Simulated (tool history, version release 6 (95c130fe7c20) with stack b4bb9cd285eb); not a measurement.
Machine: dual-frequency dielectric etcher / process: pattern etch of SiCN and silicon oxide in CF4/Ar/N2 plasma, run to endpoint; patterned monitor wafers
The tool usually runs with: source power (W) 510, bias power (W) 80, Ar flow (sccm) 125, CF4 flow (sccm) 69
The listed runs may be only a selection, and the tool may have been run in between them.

run	hour	source power (W)	bias power (W)	Ar flow (sccm)	CF4 flow (sccm)	wafers since the last listed run	hours since the last wet clean	hours since the last source power generator calibration	hours since the last bias power generator calibration	hours since the last Ar flow controller change	hours since the last CF4 flow controller change	hours since the last upper electrode change	incoming incoming film thickness, nm	endpoint time (s)
1	0	510	80	125	69	0	348	412.9	3854.1	6131.7	4753.3	4003.8	10.38	11.1
2	36.6	510	80	125	64	544	384.6	449.5	3890.7	6168.3	4789.9	4040.4	10.3	11.1
3	69.4	410	96	125	69	487	417.4	482.3	3923.5	6201.1	4822.7	4073.2	10.32	12.1
# hour 98.8: wet clean of the chamber
# hour 117.4: upper electrode replaced
4	215.1	510	80	125	69	1533	116.3	628	4069.2	6346.8	4968.4	97.7	10.3	10.9
5	243.1	510	80	125	69	416	144.3	656	4097.2	6374.8	4996.4	125.7	10.4	11.1
6	289.2	510	64	125	69	685	190.4	702.1	4143.3	6420.9	5042.5	171.8	10.36	12.4
# hour 316.2: Ar flow controller replaced
7	324.7	510	94	125	69	438	225.9	737.6	4178.8	8.5	5078	207.3	10.23	10
# hour 332.7: CF4 flow controller replaced
8	367.7	510	80	109	79	550	268.9	780.6	4221.8	51.5	35	250.3	10.31	10.4
9	419.6	510	80	125	69	771	320.8	832.5	4273.7	103.4	86.9	302.2	10.4	11.2
10	445.4	510	80	96	69	383	346.6	858.3	4299.5	129.2	112.7	328	10.31	10.2
11	506.8	470	80	125	69	913	408	919.7	4360.9	190.6	174.1	389.4	10.28	11.7
12	565.8	570	96	125	69	877	467	978.7	4419.9	249.6	233.1	448.4	10.3	9
# hour 650: wet clean of the chamber
13	650.5	620	80	137	59	902	0.5	1063.4	4504.6	334.3	317.8	533.1	10.29	9.5
# hour 654.5: bias power generator calibrated
14	682	510	80	125	69	409	32	1094.9	27.5	365.8	349.3	564.6	10.33	10.9
15	711.7	510	80	125	69	441	61.7	1124.6	57.2	395.5	379	594.3	10.28	11.1
16	743.2	510	80	109	79	468	93.2	1156.1	88.7	427	410.5	625.8	10.31	10.5
17	801.2	510	87	125	69	862	151.2	1214.1	146.7	485	468.5	683.8	10.42	10.5
18	861	510	80	125	69	889	211	1273.9	206.5	544.8	528.3	743.6	10.36	11.1
19	894.6	630	80	151	58	499	244.6	1307.5	240.1	578.4	561.9	777.2	10.26	9.7
20	940.5	450	89	125	69	682	290.5	1353.4	286	624.3	607.8	823.1	10.43	11.7
21	1009.2	430	80	114	74	1021	359.2	1422.1	354.7	693	676.5	891.8	10.27	12.3

Run 22 is up next; what results do you expect?
22	1039.5	510	90	125	69	450	389.5	1452.4	385	723.3	706.8	922.1	10.24	?

Logged for run 22: endpoint time (s) 10.3.
If the tool had no hidden condition, the same run with the same run-to-run variation would have returned endpoint time (s) 10.3.
